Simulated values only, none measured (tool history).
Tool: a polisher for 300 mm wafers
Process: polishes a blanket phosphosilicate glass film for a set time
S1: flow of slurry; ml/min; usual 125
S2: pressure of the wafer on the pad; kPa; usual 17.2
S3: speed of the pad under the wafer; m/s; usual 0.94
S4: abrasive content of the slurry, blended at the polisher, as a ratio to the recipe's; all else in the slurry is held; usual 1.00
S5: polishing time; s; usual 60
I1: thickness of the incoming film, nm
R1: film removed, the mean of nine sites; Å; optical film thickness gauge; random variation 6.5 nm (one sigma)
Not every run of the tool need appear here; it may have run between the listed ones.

run 1 hour=0.0 | S1=90 S2=15.2 S3=0.94 S4=1.00 S5=60 | I1=4056.2 | R1=3291
run 2 hour=8.0 | S1=90 S2=15.2 S3=0.94 S4=1.00 S5=60 | I1=4058.5 | R1=3376
run 3 hour=19.2 | S1=90 S2=15.2 S3=0.94 S4=1.00 S5=60 | I1=4089.1 | R1=3228
run 4 hour=30.0 | S1=125 S2=17.2 S3=0.94 S4=1.00 S5=60 | I1=4038.3 | R1=3914
run 5 hour=37.0 | S1=125 S2=17.2 S3=0.94 S4=1.00 S5=60 | I1=4027.7 | R1=3941
run 6 hour=46.5 | S1=125 S2=17.2 S3=0.94 S4=1.00 S5=60 | I1=4027.5 | R1=3920
run 7 hour=58.1 | S1=140 S2=17.2 S3=0.94 S4=1.00 S5=60 | I1=4045.8 | R1=4070
run 8 hour=66.4 | S1=125 S2=17.2 S3=0.94 S4=1.00 S5=60 | I1=4040.0 | R1=3908
-- hour=70.0 slurry blender recalibrated
run 9 hour=73.1 | S1=125 S2=17.2 S3=0.94 S4=1.00 S5=60 | I1=4068.2 | R1=4601
-- hour=85.3 slurry nozzle cleaned
-- hour=89.6 worn pad replaced by a new one
-- hour=90.5 head pressure recalibrated
run 10 hour=91.0 | S1=125 S2=17.2 S3=1.12 S4=1.25 S5=60 | I1=4065.9 | R1=5552
run 11 hour=102.6 | S1=125 S2=15.2 S3=0.94 S4=1.15 S5=53 | I1=4076.1 | R1=3627
run 12 hour=108.7 | S1=125 S2=17.2 S3=0.94 S4=1.00 S5=60 | I1=4064.7 | R1=4389
-- hour=111.7 conditioning disc replaced and pad reconditioned
run 13 hour=142.4 | S1=105 S2=17.2 S3=0.94 S4=1.20 S5=46 | I1=4077.3 | R1=3366
run 14 hour=155.3 | S1=90 S2=17.2 S3=0.94 S4=1.00 S5=60 | I1=4043.5 | R1=3912
run 15 hour=163.2 | S1=110 S2=17.2 S3=0.64 S4=1.00 S5=68 | I1=4105.9 | R1=3460
run 16 hour=170.8 | S1=125 S2=17.2 S3=0.64 S4=0.70 S5=60 | I1=4036.2 | R1=2745
-- hour=186.7 worn pad replaced by a new one
run 17 hour=187.2 | S1=155 S2=17.2 S3=0.94 S4=0.75 S5=60 | I1=4077.3 | R1=3913
run 18 hour=202.7 | S1=125 S2=17.2 S3=0.94 S4=1.00 S5=60 | I1=4090.8 | R1=4035

The same runs without the tool's hidden state, with the same run-to-run variation:
The hidden state here: removal rate lost through wear of the pad, %; slurry flow missing at the pad, %; deviation of the head's pressure from its setpoint, %; abrasive missing from the slurry, %; time polished since the conditioner stopped cutting, s.
run=1 R1=3841
run=2 R1=3943
run=3 R1=3772
run=4 R1=4577
run=5 R1=4611
run=6 R1=4590
run=7 R1=4768
run=8 R1=4581
run=9 R1=4712
run=10 R1=5754
run=11 R1=3798
run=12 R1=4630
run=13 R1=3617
run=14 R1=4262
run=15 R1=3787
run=16 R1=3055
run=17 R1=4389
run=18 R1=4511

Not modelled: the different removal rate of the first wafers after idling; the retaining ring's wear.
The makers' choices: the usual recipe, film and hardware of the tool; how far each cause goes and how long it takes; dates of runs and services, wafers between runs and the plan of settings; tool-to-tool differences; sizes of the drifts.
